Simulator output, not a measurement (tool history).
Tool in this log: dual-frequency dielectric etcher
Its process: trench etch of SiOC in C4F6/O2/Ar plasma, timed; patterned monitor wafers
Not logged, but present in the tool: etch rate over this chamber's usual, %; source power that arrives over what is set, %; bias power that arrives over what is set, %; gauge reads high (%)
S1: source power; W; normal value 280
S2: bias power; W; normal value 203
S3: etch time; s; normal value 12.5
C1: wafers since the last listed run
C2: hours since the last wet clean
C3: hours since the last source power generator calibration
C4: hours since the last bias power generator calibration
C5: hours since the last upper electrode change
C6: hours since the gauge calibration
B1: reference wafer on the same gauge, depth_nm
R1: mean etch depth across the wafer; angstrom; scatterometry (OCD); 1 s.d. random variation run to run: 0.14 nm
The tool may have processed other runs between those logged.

run 1 hour=0.0 | S1=280 S2=203 S3=12.5 | C1=0 C2=38.8 C3=203.6 C4=4661.7 C5=2400.6 C6=2071.6 | B1=27.48 | R1=240.3
-- hour=47.6 bias power generator calibrated
run 2 hour=105.8 | S1=280 S2=203 S3=12.5 | C1=1929 C2=144.6 C3=309.4 C4=58.2 C5=2506.4 C6=2177.4 | B1=27.55 | R1=226.0
run 3 hour=202.0 | S1=300 S2=185 S3=12.5 | C1=1823 C2=240.8 C3=405.6 C4=154.4 C5=2602.6 C6=2273.6 | B1=27.48 | R1=222.1
run 4 hour=292.0 | S1=280 S2=203 S3=14.5 | C1=1705 C2=330.8 C3=495.6 C4=244.4 C5=2692.6 C6=2363.6 | B1=27.47 | R1=265.0
run 5 hour=388.8 | S1=320 S2=154 S3=11.5 | C1=1834 C2=427.6 C3=592.4 C4=341.2 C5=2789.4 C6=2460.4 | B1=27.52 | R1=187.5
run 6 hour=430.2 | S1=280 S2=203 S3=12.5 | C1=784 C2=469.0 C3=633.8 C4=382.6 C5=2830.8 C6=2501.8 | B1=27.50 | R1=226.0
run 7 hour=517.8 | S1=280 S2=181 S3=12.5 | C1=1660 C2=556.6 C3=721.4 C4=470.2 C5=2918.4 C6=2589.4 | B1=27.51 | R1=214.9
-- hour=560.7 gauge calibrated
-- hour=730.1 bias power generator calibrated, repeated, since the last time left the tool worse
run 8 hour=755.2 | S1=280 S2=203 S3=12.5 | C1=4423 C2=794.0 C3=958.8 C4=25.1 C5=3155.8 C6=194.5 | B1=27.47 | R1=236.6
run 9 hour=848.6 | S1=280 S2=203 S3=12.5 | C1=1770 C2=887.4 C3=1052.2 C4=118.5 C5=3249.2 C6=287.9 | B1=27.45 | R1=237.3
-- hour=889.7 wet clean of the chamber
run 10 hour=893.1 | S1=280 S2=185 S3=13.5 | C1=388 C2=3.4 C3=1096.7 C4=163.0 C5=3293.7 C6=332.4 | B1=27.44 | R1=242.9
run 11 hour=958.3 | S1=240 S2=249 S3=12.5 | C1=1235 C2=68.6 C3=1161.9 C4=228.2 C5=3358.9 C6=397.6 | B1=27.49 | R1=248.2
-- hour=1000.9 upper electrode replaced
run 12 hour=1034.5 | S1=330 S2=253 S3=14.5 | C1=989 C2=144.8 C3=1238.1 C4=304.4 C5=33.6 C6=473.8 | B1=27.52 | R1=323.8
run 13 hour=1140.4 | S1=280 S2=203 S3=12.5 | C1=2007 C2=250.7 C3=1344.0 C4=410.3 C5=139.5 C6=579.7 | B1=27.57 | R1=236.6
run 14 hour=1232.6 | S1=280 S2=203 S3=12.5 | C1=1747 C2=342.9 C3=1436.2 C4=502.5 C5=231.7 C6=671.9 | B1=27.56 | R1=237.4
run 15 hour=1282.7 | S1=240 S2=163 S3=15.5 | C1=949 C2=393.0 C3=1486.3 C4=552.6 C5=281.8 C6=722.0 | B1=27.50 | R1=248.7
run 16 hour=1378.7 | S1=280 S2=203 S3=12.5 | C1=1819 C2=489.0 C3=1582.3 C4=648.6 C5=377.8 C6=818.0 | B1=27.47 | R1=237.8
run 17 hour=1573.7 | S1=250 S2=160 S3=12.5 | C1=3695 C2=684.0 C3=1777.3 C4=843.6 C5=572.8 C6=1013.0 | B1=27.52 | R1=199.2
run 18 hour=1643.4 | S1=340 S2=203 S3=12.5 | C1=1321 C2=753.7 C3=1847.0 C4=913.3 C5=642.5 C6=1082.7 | B1=27.48 | R1=250.9
-- hour=1880.3 wet clean of the chamber
run 19 hour=1954.5 | S1=280 S2=203 S3=12.5 | C1=5441 C2=74.2 C3=2158.1 C4=1224.4 C5=953.6 C6=1393.8 | B1=27.49 | R1=235.2
run 20 hour=2025.3 | S1=280 S2=203 S3=12.5 | C1=1341 C2=145.0 C3=2228.9 C4=1295.2 C5=1024.4 C6=1464.6 | B1=27.52 | R1=236.1
run 21 hour=2131.7 | S1=280 S2=227 S3=12.5 | C1=2016 C2=251.4 C3=2335.3 C4=1401.6 C5=1130.8 C6=1571.0 | B1=27.53 | R1=253.5
run 22 hour=2197.4 | S1=310 S2=203 S3=12.5 | C1=1245 C2=317.1 C3=2401.0 C4=1467.3 C5=1196.5 C6=1636.7 | B1=27.48 | R1=245.1
run 23 hour=2274.4 | S1=280 S2=203 S3=12.5 | C1=1459 C2=394.1 C3=2478.0 C4=1544.3 C5=1273.5 C6=1713.7 | B1=27.55 | R1=238.1
run 24 hour=2345.3 | S1=260 S2=203 S3=14.0 | C1=1343 C2=465.0 C3=2548.9 C4=1615.2 C5=1344.4 C6=1784.6 | B1=27.44 | R1=261.2
run 25 hour=2445.7 | S1=240 S2=162 S3=9.0 | C1=1902 C2=565.4 C3=2649.3 C4=1715.6 C5=1444.8 C6=1885.0 | B1=27.50 | R1=144.1
run 26 hour=2541.6 | S1=280 S2=253 S3=12.5 | C1=1817 C2=661.3 C3=2745.2 C4=1811.5 C5=1540.7 C6=1980.9 | B1=27.49 | R1=267.2
run 27 hour=2746.3 | S1=280 S2=203 S3=12.5 | C1=3879 C2=866.0 C3=2949.9 C4=2016.2 C5=1745.4 C6=2185.6 | B1=27.44 | R1=237.7
-- hour=2845.8 wet clean of the chamber
run 28 hour=2846.3 | S1=330 S2=152 S3=16.0 | C1=1440 C2=0.5 C3=3049.9 C4=2116.2 C5=1845.4 C6=2285.6 | B1=27.49 | R1=275.6

Below are 5 alternative next runs, each starting from the tool's condition after run 28. Predict each:
run A hour=2846.7 | S1=320 S2=203 S3=12.5 | C1=7 C2=0.9 C3=3050.3 C4=2116.6 C5=1845.8 C6=2286.0 | B1=? | R1=?
run B hour=2846.7 | S1=330 S2=203 S3=12.5 | C1=7 C2=0.9 C3=3050.3 C4=2116.6 C5=1845.8 C6=2286.0 | B1=? | R1=?
run C hour=2846.7 | S1=260 S2=234 S3=14.0 | C1=7 C2=0.9 C3=3050.3 C4=2116.6 C5=1845.8 C6=2286.0 | B1=? | R1=?
run D hour=2846.7 | S1=310 S2=182 S3=14.5 | C1=7 C2=0.9 C3=3050.3 C4=2116.6 C5=1845.8 C6=2286.0 | B1=? | R1=?
run E hour=2846.7 | S1=280 S2=173 S3=15.5 | C1=7 C2=0.9 C3=3050.3 C4=2116.6 C5=1845.8 C6=2286.0 | B1=? | R1=?

run=A B1=27.42 R1=251.3
run=B B1=27.42 R1=253.9
run=C B1=27.42 R1=283.0
run=D B1=27.42 R1=272.0
run=E B1=27.42 R1=273.2
What these runs would have given with no unlogged condition in the tool:
run=A R1=248.1
run=B R1=250.7
run=C R1=279.3
run=D R1=268.7
run=E R1=270.0
